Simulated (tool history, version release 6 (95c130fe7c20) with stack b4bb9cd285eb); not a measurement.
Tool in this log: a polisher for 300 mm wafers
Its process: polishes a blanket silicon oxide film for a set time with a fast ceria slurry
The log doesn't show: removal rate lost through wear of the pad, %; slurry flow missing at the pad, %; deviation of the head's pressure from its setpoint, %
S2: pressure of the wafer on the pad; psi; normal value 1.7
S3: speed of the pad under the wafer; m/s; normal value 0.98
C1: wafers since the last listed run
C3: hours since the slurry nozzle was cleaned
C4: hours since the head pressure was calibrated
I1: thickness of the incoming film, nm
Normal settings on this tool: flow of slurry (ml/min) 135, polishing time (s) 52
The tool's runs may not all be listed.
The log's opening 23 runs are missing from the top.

{"run": 24, "hour": 1932.1, "flow of slurry (ml/min)": 135, "S2": 1.7, "S3": 0.98, "polishing time (s)": 52, "C1": 634, "wafers polished on this pad": 3877, "C3": 111.6, "C4": 427.9, "I1": 2386.4, "film removed (nm)": 501.4}
{"run": 25, "hour": 2026.8, "flow of slurry (ml/min)": 135, "S2": 1.9, "S3": 0.98, "polishing time (s)": 52, "C1": 762, "wafers polished on this pad": 4639, "C3": 206.3, "C4": 522.6, "I1": 2395.1, "film removed (nm)": 539.6}
{"hour": 2050.2, "done": "head pressure recalibrated"}
{"hour": 2057.6, "done": "worn pad replaced by a new one"}
{"run": 26, "hour": 2084.3, "flow of slurry (ml/min)": 135, "S2": 1.2, "S3": 0.98, "polishing time (s)": 52, "C1": 414, "wafers polished on this pad": 214, "C3": 263.8, "C4": 34.1, "I1": 2421.6, "film removed (nm)": 358.5}
{"run": 27, "hour": 2129.7, "flow of slurry (ml/min)": 135, "S2": 2.0, "S3": 1.24, "polishing time (s)": 47, "C1": 365, "wafers polished on this pad": 579, "C3": 309.2, "C4": 79.5, "I1": 2404.6, "film removed (nm)": 680.8}
{"run": 28, "hour": 2171.3, "flow of slurry (ml/min)": 100, "S2": 2.1, "S3": 0.86, "polishing time (s)": 52, "C1": 334, "wafers polished on this pad": 914, "C3": 350.8, "C4": 121.1, "I1": 2391.8, "film removed (nm)": 532.3}
{"run": 29, "hour": 2261.9, "flow of slurry (ml/min)": 135, "S2": 1.1, "S3": 0.98, "polishing time (s)": 52, "C1": 729, "wafers polished on this pad": 1643, "C3": 441.4, "C4": 211.7, "I1": 2410.2, "film removed (nm)": 323.2}
{"run": 30, "hour": 2335.1, "flow of slurry (ml/min)": 135, "S2": 1.7, "S3": 0.98, "polishing time (s)": 52, "C1": 589, "wafers polished on this pad": 2232, "C3": 514.6, "C4": 284.9, "I1": 2371.1, "film removed (nm)": 491.2}
{"hour": 2388.7, "done": "slurry nozzle cleaned"}
{"run": 31, "hour": 2422.9, "flow of slurry (ml/min)": 135, "S2": 1.7, "S3": 0.98, "polishing time (s)": 52, "C1": 698, "wafers polished on this pad": 2931, "C3": 34.2, "C4": 372.7, "I1": 2390.0, "film removed (nm)": 495.5}
{"run": 32, "hour": 2509.9, "flow of slurry (ml/min)": 135, "S2": 1.7, "S3": 0.88, "polishing time (s)": 52, "C1": 700, "wafers polished on this pad": 3631, "C3": 121.2, "C4": 459.7, "I1": 2406.0, "film removed (nm)": 441.3}
{"hour": 2538.4, "done": "head pressure recalibrated"}
{"run": 33, "hour": 2579.3, "flow of slurry (ml/min)": 135, "S2": 1.2, "S3": 0.98, "polishing time (s)": 52, "C1": 542, "wafers polished on this pad": 4174, "C3": 190.6, "C4": 40.9, "I1": 2397.9, "film removed (nm)": 342.1}
{"hour": 2600.3, "done": "worn pad replaced by a new one"}
{"run": 34, "hour": 2673.4, "flow of slurry (ml/min)": 135, "S2": 1.7, "S3": 1.12, "polishing time (s)": 52, "C1": 725, "wafers polished on this pad": 588, "C3": 284.7, "C4": 135.0, "I1": 2377.9, "film removed (nm)": 586.1}

Forecast each of these 5 alternatives for the next run:
{"run": "A", "hour": 2673.8, "flow of slurry (ml/min)": 135, "S2": 1.7, "S3": 0.98, "polishing time (s)": 52, "C1": 3, "wafers polished on this pad": 591, "C3": 285.1, "C4": 135.4, "I1": 2396.5, "film removed (nm)": "?"}
{"run": "B", "hour": 2673.8, "flow of slurry (ml/min)": 135, "S2": 1.7, "S3": 0.86, "polishing time (s)": 52, "C1": 3, "wafers polished on this pad": 591, "C3": 285.1, "C4": 135.4, "I1": 2396.5, "film removed (nm)": "?"}
{"run": "C", "hour": 2673.8, "flow of slurry (ml/min)": 150, "S2": 1.7, "S3": 0.82, "polishing time (s)": 52, "C1": 3, "wafers polished on this pad": 591, "C3": 285.1, "C4": 135.4, "I1": 2396.5, "film removed (nm)": "?"}
{"run": "D", "hour": 2673.8, "flow of slurry (ml/min)": 105, "S2": 2.1, "S3": 1.32, "polishing time (s)": 62, "C1": 3, "wafers polished on this pad": 591, "C3": 285.1, "C4": 135.4, "I1": 2396.5, "film removed (nm)": "?"}
{"run": "E", "hour": 2673.8, "flow of slurry (ml/min)": 150, "S2": 1.5, "S3": 1.24, "polishing time (s)": 69, "C1": 3, "wafers polished on this pad": 591, "C3": 285.1, "C4": 135.4, "I1": 2396.5, "film removed (nm)": "?"}

run=A film_removed_(nm)=514.1
run=B film_removed_(nm)=451.2
run=C film_removed_(nm)=435.6
run=D film_removed_(nm)=989.4
run=E film_removed_(nm)=771.2
Stripped of hidden state, with their random variation kept, the same runs would have yielded:
run=A film_removed_(nm)=520.9
run=B film_removed_(nm)=457.1
run=C film_removed_(nm)=441.1
run=D film_removed_(nm)=1003.6
run=E film_removed_(nm)=781.0
